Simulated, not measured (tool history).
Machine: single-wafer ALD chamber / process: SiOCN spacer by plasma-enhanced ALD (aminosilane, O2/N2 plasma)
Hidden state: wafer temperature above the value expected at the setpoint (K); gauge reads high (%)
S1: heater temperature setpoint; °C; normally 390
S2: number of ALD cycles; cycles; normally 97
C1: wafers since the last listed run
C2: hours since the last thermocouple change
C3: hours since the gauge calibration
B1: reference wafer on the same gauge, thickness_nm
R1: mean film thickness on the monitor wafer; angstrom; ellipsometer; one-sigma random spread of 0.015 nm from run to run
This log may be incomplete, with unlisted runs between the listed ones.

Run 1, day 0: usual settings but S1 397 °C, S2 109 cycles; C1 0; C2 821.5; C3 818.4; B1 6.153. Result: R1 70.24 angstrom.
Run 2, day 1.642: usual settings but S1 397 °C, S2 109 cycles; C1 122; C2 860.9; C3 857.8; B1 6.166. Result: R1 70.3 angstrom.
Run 3, day 3.888: usual settings but S1 383 °C; C1 166; C2 914.8; C3 911.7; B1 6.16. Result: R1 62.48 angstrom.
Run 4, day 5.192: usual settings but S2 91 cycles; C1 96; C2 946.1; C3 943; B1 6.173. Result: R1 58.84 angstrom.
Run 5, day 7.825: usual settings but S2 91 cycles; C1 195; C2 1009.3; C3 1006.2; B1 6.164. Result: R1 58.58 angstrom.
Run 6, day 10.717: usual settings but S1 380 °C, S2 103 cycles; C1 214; C2 1078.7; C3 1075.6; B1 6.172. Result: R1 66.76 angstrom.
Run 7, day 13.2: usual settings but S1 380 °C, S2 103 cycles; C1 184; C2 1138.3; C3 1135.2; B1 6.173. Result: R1 66.49 angstrom.
Run 8, day 14.683: usual settings but S2 86 cycles; C1 110; C2 1173.9; C3 1170.8; B1 6.175. Result: R1 55.55 angstrom.
Run 9, day 17.675: usual settings but S2 86 cycles; C1 222; C2 1245.7; C3 1242.6; B1 6.173. Result: R1 55.57 angstrom.
Run 10, day 19.992: usual settings but S2 86 cycles; C1 172; C2 1301.3; C3 1298.2; B1 6.172. Result: R1 55.8 angstrom.
Run 11, day 21.779: usual settings but S1 394 °C, S2 87 cycles; C1 132; C2 1344.2; C3 1341.1; B1 6.174. Result: R1 56.21 angstrom.
Run 12, day 23.525: usual settings; C1 129; C2 1386.1; C3 1383; B1 6.181. Result: R1 62.78 angstrom.
Run 13, day 25.092: usual settings but S1 380 °C; C1 116; C2 1423.7; C3 1420.6; B1 6.176. Result: R1 62.87 angstrom.
Run 14, day 27.392: usual settings but S1 380 °C; C1 170; C2 1478.9; C3 1475.8; B1 6.18. Result: R1 62.79 angstrom.
At day 31.238: thermocouple changed; heater temperature recalibrated.
Run 15, day 34.338: usual settings but S1 380 °C; C1 491; C2 74.4; C3 1642.5; B1 6.179. Result: R1 62.85 angstrom.
Run 16, day 37.125: usual settings; C1 207; C2 141.3; C3 1709.4; B1 6.184. Result: R1 62.99 angstrom.
Run 17, day 39.542: usual settings; C1 179; C2 199.3; C3 1767.4; B1 6.19. Result: R1 62.81 angstrom.
Run 18, day 41.762: usual settings; C1 165; C2 252.6; C3 1820.7; B1 6.18. Result: R1 62.71 angstrom.
Run 19, day 44.379: usual settings but S1 382 °C; C1 194; C2 315.4; C3 1883.5; B1 6.19. Result: R1 62.79 angstrom.
Run 20, day 45.767: usual settings but S1 382 °C; C1 103; C2 348.7; C3 1916.8; B1 6.185. Result: R1 62.92 angstrom.
Run 21, day 48.254: usual settings but S1 382 °C; C1 184; C2 408.4; C3 1976.5; B1 6.189. Result: R1 63.17 angstrom.
Run 22, day 49.967: usual settings; C1 127; C2 449.5; C3 2017.6; B1 6.193. Result: R1 62.69 angstrom.
Run 23, day 51.738: usual settings but S2 86 cycles; C1 131; C2 492; C3 2060.1; B1 6.193. Result: R1 55.83 angstrom.
Run 24, day 53.671: usual settings but S1 402 °C, S2 105 cycles; C1 143; C2 538.4; C3 2106.5; B1 6.186. Result: R1 67.52 angstrom.
Run 25, day 56.288: usual settings but S1 398 °C; C1 194; C2 601.2; C3 2169.3; B1 6.189. Result: R1 62.66 angstrom.
Run 26, day 58.517: usual settings but S1 395 °C; C1 165; C2 654.7; C3 2222.8; B1 6.187. Result: R1 62.99 angstrom.
At day 58.804: gauge calibrated.
Run 27, day 60.704: usual settings but S2 82 cycles; C1 162; C2 707.2; C3 45.6; B1 6.073. Result: R1 52.27 angstrom.
Run 28, day 66.133: usual settings but S1 385 °C, S2 81 cycles; C1 403; C2 837.5; C3 175.9; B1 6.09. Result: R1 51.93 angstrom.
Run 29, day 67.833: usual settings but S1 376 °C, S2 81 cycles; C1 126; C2 878.3; C3 216.7; B1 6.095. Result: R1 51.45 angstrom.
Run 30, day 70.817: usual settings but S1 386 °C, S2 90 cycles; C1 221; C2 949.9; C3 288.3; B1 6.107. Result: R1 57.72 angstrom.
Run 31, day 72.833: usual settings but S1 381 °C, S2 83 cycles; C1 149; C2 998.3; C3 336.7; B1 6.111. Result: R1 53.27 angstrom.
Run 32, day 74.779: usual settings but S1 397 °C, S2 109 cycles; C1 144; C2 1045; C3 383.4; B1 6.115. Result: R1 70.05 angstrom.
Run 33, day 83.304: usual settings but S1 401 °C, S2 114 cycles; C1 633; C2 1249.6; C3 588; B1 6.138. Result: R1 72.46 angstrom.
Run 34, day 84.858: usual settings but S2 81 cycles; C1 115; C2 1286.9; C3 625.3; B1 6.14. Result: R1 52.17 angstrom.
Run 35, day 87.2: usual settings but S1 394 °C, S2 112 cycles; C1 174; C2 1343.1; C3 681.5; B1 6.142. Result: R1 72.17 angstrom.
Run 36, day 89.912: usual settings but S1 377 °C, S2 102 cycles; C1 201; C2 1408.2; C3 746.6; B1 6.144. Result: R1 65.7 angstrom.
Run 37, day 91.738: usual settings; C1 135; C2 1452; C3 790.4; B1 6.146. Result: R1 62.41 angstrom.
Run 38, day 92.958: usual settings; C1 90; C2 1481.3; C3 819.7; B1 6.148. Result: R1 62.4 angstrom.
Run 39, day 95.55: usual settings but S1 401 °C, S2 114 cycles; C1 192; C2 1543.5; C3 881.9; B1 6.148. Result: R1 73.13 angstrom.
Run 40, day 97.517: usual settings but S1 376 °C; C1 146; C2 1590.7; C3 929.1; B1 6.155. Result: R1 62.44 angstrom.
Run 41, day 99.783: usual settings but S1 405 °C, S2 88 cycles; C1 168; C2 1645.1; C3 983.5; B1 6.164. Result: R1 55.73 angstrom.
Run 42, day 102.25: usual settings but S1 376 °C, S2 91 cycles; C1 183; C2 1704.3; C3 1042.7; B1 6.152. Result: R1 58.57 angstrom.

Each row is a separate what-if for the run after 42, all from the same tool condition, not one after another. Results?
Run A, day 102.275: usual settings; C1 1; C2 1704.9; C3 1043.3; B1 ?. Result: R1 ?.
Run B, day 102.275: usual settings but S1 376 °C, S2 104 cycles; C1 1; C2 1704.9; C3 1043.3; B1 ?. Result: R1 ?.
Run C, day 102.275: usual settings but S1 405 °C, S2 113 cycles; C1 1; C2 1704.9; C3 1043.3; B1 ?. Result: R1 ?.
Run D, day 102.275: usual settings but S1 385 °C; C1 1; C2 1704.9; C3 1043.3; B1 ?. Result: R1 ?.

run     B1     R1
  A  6.158  62.67
  B  6.158  67.19
  C  6.158  71.79
  D  6.158  62.67
The same runs, with their run-to-run variation unchanged, on a tool lacking any hidden condition would have given:
run     R1
  A  61.77
  B  66.23
  C  70.75
  D  61.77
